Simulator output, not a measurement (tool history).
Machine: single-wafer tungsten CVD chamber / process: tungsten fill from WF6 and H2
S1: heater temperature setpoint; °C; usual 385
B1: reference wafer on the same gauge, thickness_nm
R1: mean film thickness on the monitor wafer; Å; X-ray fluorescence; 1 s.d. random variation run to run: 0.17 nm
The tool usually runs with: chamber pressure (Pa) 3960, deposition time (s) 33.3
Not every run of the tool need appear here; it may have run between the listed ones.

{"run": 1, "hour": 0.0, "S1": 385, "chamber pressure (Pa)": 3960, "deposition time (s)": 33.3, "B1": 75.013, "R1": 711.18}
{"run": 2, "hour": 64.3, "S1": 385, "chamber pressure (Pa)": 3960, "deposition time (s)": 33.3, "B1": 74.978, "R1": 711.17}
{"run": 3, "hour": 124.5, "S1": 385, "chamber pressure (Pa)": 3960, "deposition time (s)": 33.3, "B1": 74.967, "R1": 709.8}
{"run": 4, "hour": 155.2, "S1": 385, "chamber pressure (Pa)": 3960, "deposition time (s)": 33.3, "B1": 75.049, "R1": 710.86}
{"run": 5, "hour": 211.9, "S1": 385, "chamber pressure (Pa)": 3960, "deposition time (s)": 33.3, "B1": 75.006, "R1": 708.02}
{"run": 6, "hour": 261.2, "S1": 385, "chamber pressure (Pa)": 3960, "deposition time (s)": 33.3, "B1": 75.003, "R1": 710.9}
{"run": 7, "hour": 301.8, "S1": 385, "chamber pressure (Pa)": 3960, "deposition time (s)": 33.3, "B1": 74.992, "R1": 708.95}
{"run": 8, "hour": 359.4, "S1": 385, "chamber pressure (Pa)": 3960, "deposition time (s)": 33.3, "B1": 74.994, "R1": 710.38}
{"run": 9, "hour": 403.7, "S1": 385, "chamber pressure (Pa)": 3960, "deposition time (s)": 33.3, "B1": 75.009, "R1": 711.32}
{"hour": 429.6, "done": "thermocouple changed; heater temperature recalibrated"}
{"hour": 473.2, "done": "capacitance manometer re-zeroed and calibrated"}
{"run": 10, "hour": 473.7, "S1": 392, "chamber pressure (Pa)": 4493, "deposition time (s)": 33.3, "B1": 75.023, "R1": 855.52}
{"hour": 532.4, "done": "showerhead replaced"}
{"run": 11, "hour": 532.9, "S1": 392, "chamber pressure (Pa)": 4493, "deposition time (s)": 33.3, "B1": 74.999, "R1": 855.94}
{"run": 12, "hour": 555.2, "S1": 392, "chamber pressure (Pa)": 4493, "deposition time (s)": 33.3, "B1": 74.957, "R1": 852.63}
{"run": 13, "hour": 607.8, "S1": 385, "chamber pressure (Pa)": 3960, "deposition time (s)": 33.3, "B1": 75.018, "R1": 725.24}
{"run": 14, "hour": 675.3, "S1": 385, "chamber pressure (Pa)": 3960, "deposition time (s)": 33.3, "B1": 74.979, "R1": 723.33}
{"run": 15, "hour": 701.5, "S1": 373, "chamber pressure (Pa)": 4213, "deposition time (s)": 37.2, "B1": 75.059, "R1": 666.66}
{"run": 16, "hour": 758.6, "S1": 373, "chamber pressure (Pa)": 3306, "deposition time (s)": 26.9, "B1": 74.99, "R1": 443.18}
{"run": 17, "hour": 805.3, "S1": 385, "chamber pressure (Pa)": 4600, "deposition time (s)": 35.5, "B1": 75.001, "R1": 807.54}
{"hour": 854.5, "done": "gauge calibrated"}
{"run": 18, "hour": 862.7, "S1": 398, "chamber pressure (Pa)": 3960, "deposition time (s)": 33.3, "B1": 74.989, "R1": 900.12}
{"run": 19, "hour": 908.0, "S1": 385, "chamber pressure (Pa)": 3960, "deposition time (s)": 33.3, "B1": 74.975, "R1": 720.72}
{"run": 20, "hour": 969.9, "S1": 390, "chamber pressure (Pa)": 3960, "deposition time (s)": 33.3, "B1": 74.999, "R1": 784.9}
{"run": 21, "hour": 1013.9, "S1": 385, "chamber pressure (Pa)": 3960, "deposition time (s)": 36.4, "B1": 74.992, "R1": 784.26}
{"run": 22, "hour": 1052.8, "S1": 399, "chamber pressure (Pa)": 4493, "deposition time (s)": 39.8, "B1": 75.008, "R1": 1133.34}
{"run": 23, "hour": 1095.0, "S1": 385, "chamber pressure (Pa)": 3266, "deposition time (s)": 40, "B1": 75.031, "R1": 807.65}
{"run": 24, "hour": 1128.2, "S1": 385, "chamber pressure (Pa)": 3960, "deposition time (s)": 33.3, "B1": 75.051, "R1": 719.43}
{"run": 25, "hour": 1175.3, "S1": 391, "chamber pressure (Pa)": 4213, "deposition time (s)": 36.6, "B1": 75.057, "R1": 890.86}
{"run": 26, "hour": 1228.7, "S1": 385, "chamber pressure (Pa)": 3960, "deposition time (s)": 33.3, "B1": 74.997, "R1": 715.72}
{"run": 27, "hour": 1265.8, "S1": 372, "chamber pressure (Pa)": 3960, "deposition time (s)": 31.1, "B1": 75.007, "R1": 528.95}

Estimate the outcome of run 28 from the log above:
{"run": 28, "hour": 1305.2, "S1": 399, "chamber pressure (Pa)": 4360, "deposition time (s)": 33.3, "B1": "?", "R1": "?"}

{"run 28": {"B1": 75.056, "R1": 932.11}}
On a tool with no hidden condition, and with the same random variation, this run would have come out at R1 946.48 Å.

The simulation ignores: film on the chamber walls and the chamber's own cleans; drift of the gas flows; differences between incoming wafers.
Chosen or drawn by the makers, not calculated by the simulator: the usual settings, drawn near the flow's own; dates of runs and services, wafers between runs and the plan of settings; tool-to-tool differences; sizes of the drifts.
